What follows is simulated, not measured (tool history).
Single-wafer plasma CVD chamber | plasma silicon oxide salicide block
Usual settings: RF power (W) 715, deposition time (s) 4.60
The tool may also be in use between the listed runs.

run,hour,RF power (W),deposition time (s),wafers since the last listed run,hours since the last RF generator calibration,hours since the showerhead was replaced,hours since the gauge calibration,"read-back reference wafer on the same gauge, thickness_nm",mean film thickness on the monitor wafer (nm)
1,0.0,715,4.32,0,1377.6,4992.0,658.6,44.712,45.522
2,40.5,715,4.32,698,1418.1,5032.5,699.1,44.691,45.415
3,127.8,715,4.32,1506,1505.4,5119.8,786.4,44.703,45.501
4,429.4,715,4.60,5204,1807.0,5421.4,1088.0,44.689,48.229
5,529.5,715,4.60,1727,1907.1,5521.5,1188.1,44.688,48.209
6,616.7,715,4.60,1504,1994.3,5608.7,1275.3,44.705,48.281
7,683.2,715,4.60,1147,2060.8,5675.2,1341.8,44.720,48.116
8,765.1,715,5.34,1413,2142.7,5757.1,1423.7,44.698,55.846
9,817.2,715,5.34,898,2194.8,5809.2,1475.8,44.723,55.765
# hour 877.9: RF generator calibrated
10,882.8,715,4.60,993,4.9,5874.8,1541.4,44.685,48.794
11,946.7,715,4.60,1102,68.8,5938.7,1605.3,44.703,48.884
12,1023.7,715,4.60,1328,145.8,6015.7,1682.3,44.687,48.781
13,1072.8,715,4.38,847,194.9,6064.8,1731.4,44.707,46.335
# hour 1107.2: gauge calibrated
14,1114.4,715,4.38,717,236.5,6106.4,7.2,44.713,46.557
15,1189.2,715,5.19,1290,311.3,6181.2,82.0,44.710,55.089
16,1293.7,670,5.06,1803,415.8,6285.7,186.5,44.676,52.740
17,1331.6,850,4.36,653,453.7,6323.6,224.4,44.691,47.571
18,1388.7,715,3.98,985,510.8,6380.7,281.5,44.690,42.278
19,1469.1,715,4.86,1387,591.2,6461.1,361.9,44.703,51.522
20,1507.9,715,4.23,669,630.0,6499.9,400.7,44.667,44.467
21,1586.8,715,4.32,1361,708.9,6578.8,479.6,44.698,45.513
# hour 1598.5: showerhead replaced
22,1639.9,625,5.01,778,762.0,41.4,532.7,44.709,51.739
23,1741.8,605,5.20,1758,863.9,143.3,634.6,44.710,53.422
24,1844.1,715,4.38,1765,966.2,245.6,736.9,44.687,46.119
25,1895.9,660,4.60,893,1018.0,297.4,788.7,44.709,48.030
26,1994.1,635,5.00,1694,1116.2,395.6,886.9,44.684,51.518
27,2090.6,605,3.74,1665,1212.7,492.1,983.4,44.702,38.288
28,2154.9,715,4.60,1109,1277.0,556.4,1047.7,44.686,48.596

How the hidden state differs across the entries between the runs, from the last listed run before each to the first after it:
Between runs 9 and 10: RF generator calibrated (hour 877.9)
  delivered RF power above the setpoint (%): -8.65 -> -0.992
  measured less the result without the state, mean film thickness on the monitor wafer (nm): -0.924 -> -0.090
Between runs 13 and 14: gauge calibrated (hour 1107.2)
  delivered RF power above the setpoint (%): -1.62 -> -1.76
  measured less the result without the state, mean film thickness on the monitor wafer (nm): -0.140 -> -0.153
Between runs 21 and 22: showerhead replaced (hour 1598.5)
  delivered RF power above the setpoint (%): -3.32 -> -3.5
  measured less the result without the state, mean film thickness on the monitor wafer (nm): -0.283 -> -0.339
